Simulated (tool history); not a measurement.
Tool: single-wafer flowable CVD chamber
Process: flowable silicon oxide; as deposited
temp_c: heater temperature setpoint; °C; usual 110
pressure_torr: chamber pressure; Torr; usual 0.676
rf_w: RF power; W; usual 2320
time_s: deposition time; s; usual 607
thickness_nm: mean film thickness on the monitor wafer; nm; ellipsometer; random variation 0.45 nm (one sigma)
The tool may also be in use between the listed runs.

run,hour,temp_c,pressure_torr,rf_w,time_s,wafers since the last listed run,hours since the last thermocouple change,hours since the last RF generator calibration,hours since the last manometer calibration,hours since the showerhead was replaced,hours since the gauge calibration,"read-back reference wafer on the same gauge, thickness_nm",thickness_nm
1,0,110,0.676,2320,607,0,2729.1,1226.7,2457,7736.5,233.3,209.987,161.006
2,15.7,110,0.676,2320,607,64,2744.8,1242.4,2472.7,7752.2,249,209.979,159.935
3,32.1,110,0.589,2320,607,67,2761.2,1258.8,2489.1,7768.6,265.4,209.938,140.042
4,47.4,110,0.676,2320,607,62,2776.5,1274.1,2504.4,7783.9,280.7,210.02,158.763
5,80.2,110,0.676,2320,607,134,2809.3,1306.9,2537.2,7816.7,313.5,210.031,158.554
6,97.1,110,0.676,2320,607,69,2826.2,1323.8,2554.1,7833.6,330.4,210.124,157.815
7,114.2,110,0.676,2320,607,70,2843.3,1340.9,2571.2,7850.7,347.5,210.048,157.896
8,129.4,110,0.676,2320,607,62,2858.5,1356.1,2586.4,7865.9,362.7,209.977,157.174
9,145.8,110,0.676,2320,607,67,2874.9,1372.5,2602.8,7882.3,379.1,210.02,157.391
10,161.5,110,0.676,2320,607,64,2890.6,1388.2,2618.5,7898,394.8,209.987,156.728
# hour 171.6: thermocouple changed; heater temperature recalibrated
# hour 174.7: capacitance manometer re-zeroed and calibrated
# hour 175.7: showerhead replaced
11,187.3,118,0.676,2320,607,56,15.7,1414,12.6,11.6,420.6,210.06,157.652
# hour 191.5: gauge calibrated
# hour 198.1: RF generator calibrated
12,198.6,118,0.676,2320,607,13,27,0.5,23.9,22.9,7.1,210.049,157.239
13,214,119,0.676,2320,607,63,42.4,15.9,39.3,38.3,22.5,209.907,153.999
14,221.9,104,0.812,2320,607,32,50.3,23.8,47.2,46.2,30.4,210.02,280.94
15,238,110,0.676,2320,607,66,66.4,39.9,63.3,62.3,46.5,210.031,195.561
16,244.6,110,0.811,2060,717,27,73,46.5,69.9,68.9,53.1,209.908,274.277
17,260.8,110,0.744,2320,531,66,89.2,62.7,86.1,85.1,69.3,210.01,188.106
18,275.6,110,0.676,2320,607,60,104,77.5,100.9,99.9,84.1,209.942,195.699
19,289.5,116,0.531,2485,532,57,117.9,91.4,114.8,113.8,98,210.051,116.086
20,303.4,110,0.676,2320,607,57,131.8,105.3,128.7,127.7,111.9,210.046,195.309
21,320.5,110,0.589,2320,607,70,148.9,122.4,145.8,144.8,129,209.987,171.631
22,332.9,110,0.676,2010,607,50,161.3,134.8,158.2,157.2,141.4,210.018,193.385
23,341.7,100,0.676,2320,607,36,170.1,143.6,167,166,150.2,209.942,262.64
24,352,110,0.676,2320,607,42,180.4,153.9,177.3,176.3,160.5,210.046,194.914
25,394.7,101,0.603,2545,705,175,223.1,196.6,220,219,203.2,209.944,266.316
26,445.5,123,0.676,2120,726,208,273.9,247.4,270.8,269.8,254,209.999,163.332
27,458.1,110,0.51,2185,530,51,286.5,260,283.4,282.4,266.6,210.033,129.709

Forecast each of these 5 alternatives for the next run:
A,458.7,110,0.627,2320,607,2,287.1,260.6,284,283,267.2,?,?
B,458.7,110,0.676,2685,699,2,287.1,260.6,284,283,267.2,?,?
C,458.7,110,0.676,2665,501,2,287.1,260.6,284,283,267.2,?,?
D,458.7,110,0.62,2320,607,2,287.1,260.6,284,283,267.2,?,?
E,458.7,110,0.676,2720,721,2,287.1,260.6,284,283,267.2,?,?

run,"read-back reference wafer on the same gauge, thickness_nm",thickness_nm
A,209.972,180.708
B,209.972,226.887
C,209.972,162.503
D,209.972,178.776
E,209.972,234.316
Without the tool's hidden state the same runs would have given:
run,thickness_nm
A,180.002
B,226
C,161.868
D,178.077
E,233.4

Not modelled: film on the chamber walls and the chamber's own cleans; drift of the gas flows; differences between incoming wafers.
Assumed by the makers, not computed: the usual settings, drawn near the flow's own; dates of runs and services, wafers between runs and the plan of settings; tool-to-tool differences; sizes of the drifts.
